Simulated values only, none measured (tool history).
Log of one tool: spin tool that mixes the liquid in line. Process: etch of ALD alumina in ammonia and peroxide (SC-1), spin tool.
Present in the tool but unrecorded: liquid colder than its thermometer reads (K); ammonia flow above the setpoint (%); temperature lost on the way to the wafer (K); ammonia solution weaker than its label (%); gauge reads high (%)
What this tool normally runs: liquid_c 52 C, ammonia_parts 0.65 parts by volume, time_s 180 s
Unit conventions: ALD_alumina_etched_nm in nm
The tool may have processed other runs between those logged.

run    hour  liquid_c  ammonia_parts  time_s  wafers since the last listed run  hours since the thermometer was replaced  hours since the ammonia flow meter was replaced  hours since the heated supply line was repaired  hours since the drum of ammonia solution was connected  hours since the gauge calibration  read-back film thickness of the ALD alumina reference wafer, read on the same gauge (nm)  ALD_alumina_etched_nm
  1       0        52           0.65     180                                 0                                       360                                            409.2                                            219.7                                                   195.8                             2034.3                                                                                        80                   9.73
  2      28        52           0.65     180                               256                                       388                                            437.2                                            247.7                                                   223.8                             2062.3                                                                                     80.02                   9.74
  3      75        52           0.65     180                               429                                       435                                            484.2                                            294.7                                                   270.8                             2109.3                                                                                     79.99                    9.7
  4   103.2        52           0.45     285                               257                                     463.2                                            512.4                                            322.9                                                     299                             2137.5                                                                                     80.03                   14.7
  5     147        52           0.85     135                               400                                       507                                            556.2                                            366.7                                                   342.8                             2181.3                                                                                     79.95                   7.47
  6   176.3      56.5           0.65     180                               268                                     536.3                                            585.5                                              396                                                   372.1                             2210.6                                                                                     79.96                  12.23
        215  -- new drum of ammonia solution connected
      233.9  -- gauge calibrated
  7     244        60           0.45     180                               610                                       604                                            653.2                                            463.7                                                      29                               10.1                                                                                     79.97                  14.16
  8   281.4        59           0.65      90                               342                                     641.4                                            690.6                                            501.1                                                    66.4                               47.5                                                                                     79.97                      7
  9   324.4      44.5           0.65     180                               393                                     684.4                                            733.6                                            544.1                                                   109.4                               90.5                                                                                     79.97                   6.29
 10     358        52           0.65     180                               307                                       718                                            767.2                                            577.7                                                     143                              124.1                                                                                     80.05                   9.55
 11   400.7      56.5            0.9     150                               390                                     760.7                                            809.9                                            620.4                                                   185.7                              166.8                                                                                     79.97                  10.55
 12   461.9        57           0.65     215                               559                                     821.9                                            871.1                                            681.6                                                   246.9                                228                                                                                     80.01                  14.85
 13   490.7      54.5            0.5      95                               263                                     850.7                                            899.9                                            710.4                                                   275.7                              256.8                                                                                     79.96                   5.57
 14   523.8        52           0.65     230                               302                                     883.8                                              933                                            743.5                                                   308.8                              289.9                                                                                     79.99                  12.18
 15   568.1        44           0.65     180                               405                                     928.1                                            977.3                                            787.8                                                   353.1                              334.2                                                                                     79.98                   6.01
 16   599.5      57.5           0.65     210                               287                                     959.5                                           1008.7                                            819.2                                                   384.5                              365.6                                                                                        80                  14.85
 17   670.2      47.5           0.65     180                               646                                    1030.2                                           1079.4                                            889.9                                                   455.2                              436.3                                                                                     79.97                   7.28
        698  -- new drum of ammonia solution connected
 18   726.7        55            0.4      95                               507                                    1086.7                                           1135.9                                            946.4                                                    28.7                              492.8                                                                                     80.02                   5.56
 19   774.5        52           0.65     180                               437                                    1134.5                                           1183.7                                            994.2                                                    76.5                              540.6                                                                                     79.99                   9.34
 20   843.4        52           0.65     130                               630                                    1203.4                                           1252.6                                           1063.1                                                   145.4                              609.5                                                                                     79.98                   6.72
 21   902.1        52           0.65     180                               537                                    1262.1                                           1311.3                                           1121.8                                                   204.1                              668.2                                                                                     79.98                   9.21
 22   943.1        62           0.65     180                               375                                    1303.1                                           1352.3                                           1162.8                                                   245.1                              709.2                                                                                     79.97                  15.66
 23   988.9      58.5           0.65     220                               419                                    1348.9                                           1398.1                                           1208.6                                                   290.9                                755                                                                                     80.02                  15.99
      999.8  -- ammonia flow meter replaced
 24  1016.7        52           0.65     110                               245                                    1376.7                                             16.9                                           1236.4                                                   318.7                              782.8                                                                                        80                   5.54
 25  1085.8        48           0.45     260                               632                                    1445.8                                               86                                           1305.5                                                   387.8                              851.9                                                                                     79.98                  10.27

What the log doesn't show, run by run:
ammonia flow above the setpoint (%): 0 in every run
ammonia solution weaker than its label (%): 0 in every run
gauge reads high (%): 0 in every run
H1: liquid colder than its thermometer reads (K)
H2: temperature lost on the way to the wafer (K)
run     H1     H2
  1  0.441  0.154
  2  0.462  0.166
  3  0.496  0.187
  4  0.517  0.199
  5  0.548  0.218
  6   0.57  0.231
  7  0.619  0.261
  8  0.647  0.277
  9  0.678  0.296
 10  0.702  0.311
 11  0.734   0.33
 12  0.778  0.356
 13  0.799  0.369
 14  0.823  0.384
 15  0.856  0.403
 16  0.878  0.417
 17   0.93  0.448
 18  0.971  0.473
 19   1.01  0.494
 20   1.06  0.524
 21    1.1   0.55
 22   1.13  0.568
 23   1.16  0.588
 24   1.18    0.6
 25   1.23   0.63

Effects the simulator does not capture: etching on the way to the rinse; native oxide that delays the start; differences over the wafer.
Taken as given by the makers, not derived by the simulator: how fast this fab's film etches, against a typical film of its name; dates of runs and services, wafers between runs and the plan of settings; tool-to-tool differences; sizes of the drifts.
